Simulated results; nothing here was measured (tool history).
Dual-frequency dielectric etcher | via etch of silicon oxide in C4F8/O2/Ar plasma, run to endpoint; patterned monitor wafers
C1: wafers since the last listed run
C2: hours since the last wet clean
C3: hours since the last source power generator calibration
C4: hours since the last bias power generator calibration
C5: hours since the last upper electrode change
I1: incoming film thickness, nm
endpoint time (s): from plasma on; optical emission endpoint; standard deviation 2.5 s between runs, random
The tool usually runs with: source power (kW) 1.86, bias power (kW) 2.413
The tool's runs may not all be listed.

run 1 hour=0 | source_power_(kW)=1.86 bias_power_(kW)=2.413 | C1=0 C2=410.1 C3=2597.4 C4=2496.6 C5=1451.1 | I1=1289.6 | endpoint_time_(s)=277.9
-- hour=127.2 wet clean of the chamber
run 2 hour=215.5 | source_power_(kW)=1.86 bias_power_(kW)=2.413 | C1=663 C2=88.3 C3=2812.9 C4=2712.1 C5=1666.6 | I1=1294.9 | endpoint_time_(s)=281.5
run 3 hour=302.3 | source_power_(kW)=1.86 bias_power_(kW)=2.413 | C1=300 C2=175.1 C3=2899.7 C4=2798.9 C5=1753.4 | I1=1284 | endpoint_time_(s)=271.8
-- hour=361.8 bias power generator calibrated
run 4 hour=401.6 | source_power_(kW)=1.86 bias_power_(kW)=2.413 | C1=329 C2=274.4 C3=2999 C4=39.8 C5=1852.7 | I1=1272.7 | endpoint_time_(s)=276.4
run 5 hour=452.2 | source_power_(kW)=1.86 bias_power_(kW)=2.413 | C1=175 C2=325 C3=3049.6 C4=90.4 C5=1903.3 | I1=1282.1 | endpoint_time_(s)=271.5
run 6 hour=501.1 | source_power_(kW)=1.86 bias_power_(kW)=2.413 | C1=169 C2=373.9 C3=3098.5 C4=139.3 C5=1952.2 | I1=1267.8 | endpoint_time_(s)=273.5
run 7 hour=583.2 | source_power_(kW)=1.86 bias_power_(kW)=2.413 | C1=284 C2=456 C3=3180.6 C4=221.4 C5=2034.3 | I1=1292.8 | endpoint_time_(s)=281.9
-- hour=625.6 source power generator calibrated
run 8 hour=679.1 | source_power_(kW)=1.86 bias_power_(kW)=2.413 | C1=318 C2=551.9 C3=53.5 C4=317.3 C5=2130.2 | I1=1283.5 | endpoint_time_(s)=275.6
run 9 hour=722.5 | source_power_(kW)=1.58 bias_power_(kW)=2.905 | C1=150 C2=595.3 C3=96.9 C4=360.7 C5=2173.6 | I1=1284 | endpoint_time_(s)=277.6
-- hour=758.1 wet clean of the chamber
run 10 hour=811.7 | source_power_(kW)=1.61 bias_power_(kW)=2.977 | C1=225 C2=53.6 C3=186.1 C4=449.9 C5=2262.8 | I1=1280.7 | endpoint_time_(s)=275.1
run 11 hour=887.6 | source_power_(kW)=1.55 bias_power_(kW)=1.826 | C1=262 C2=129.5 C3=262 C4=525.8 C5=2338.7 | I1=1280.6 | endpoint_time_(s)=329.3
-- hour=916.5 upper electrode replaced
run 12 hour=939.5 | source_power_(kW)=1.86 bias_power_(kW)=2.413 | C1=96 C2=181.4 C3=313.9 C4=577.7 C5=23 | I1=1279.3 | endpoint_time_(s)=277.2
run 13 hour=1013.7 | source_power_(kW)=1.65 bias_power_(kW)=2.97 | C1=256 C2=255.6 C3=388.1 C4=651.9 C5=97.2 | I1=1272.1 | endpoint_time_(s)=271
run 14 hour=1084.9 | source_power_(kW)=1.86 bias_power_(kW)=2.413 | C1=246 C2=326.8 C3=459.3 C4=723.1 C5=168.4 | I1=1284.8 | endpoint_time_(s)=276.9
run 15 hour=1180.2 | source_power_(kW)=1.44 bias_power_(kW)=1.845 | C1=329 C2=422.1 C3=554.6 C4=818.4 C5=263.7 | I1=1278.1 | endpoint_time_(s)=341.2

Consider 4 possible next runs. They are alternatives, not a sequence: every one starts from the tool as it was left by run 15. What does each give?
run A hour=1180.7 | source_power_(kW)=1.86 bias_power_(kW)=2.413 | C1=1 C2=422.6 C3=555.1 C4=818.9 C5=264.2 | I1=1284.4 | endpoint_time_(s)=?
run B hour=1180.7 | source_power_(kW)=2.08 bias_power_(kW)=2.864 | C1=1 C2=422.6 C3=555.1 C4=818.9 C5=264.2 | I1=1284.4 | endpoint_time_(s)=?
run C hour=1180.7 | source_power_(kW)=1.86 bias_power_(kW)=2.895 | C1=1 C2=422.6 C3=555.1 C4=818.9 C5=264.2 | I1=1284.4 | endpoint_time_(s)=?
run D hour=1180.7 | source_power_(kW)=2.21 bias_power_(kW)=2.004 | C1=1 C2=422.6 C3=555.1 C4=818.9 C5=264.2 | I1=1284.4 | endpoint_time_(s)=?

run=A endpoint_time_(s)=273.6
run=B endpoint_time_(s)=247.6
run=C endpoint_time_(s)=258.1
run=D endpoint_time_(s)=270
Without the tool's hidden state the same runs would have given:
run=A endpoint_time_(s)=273.6
run=B endpoint_time_(s)=247.6
run=C endpoint_time_(s)=258.1
run=D endpoint_time_(s)=270
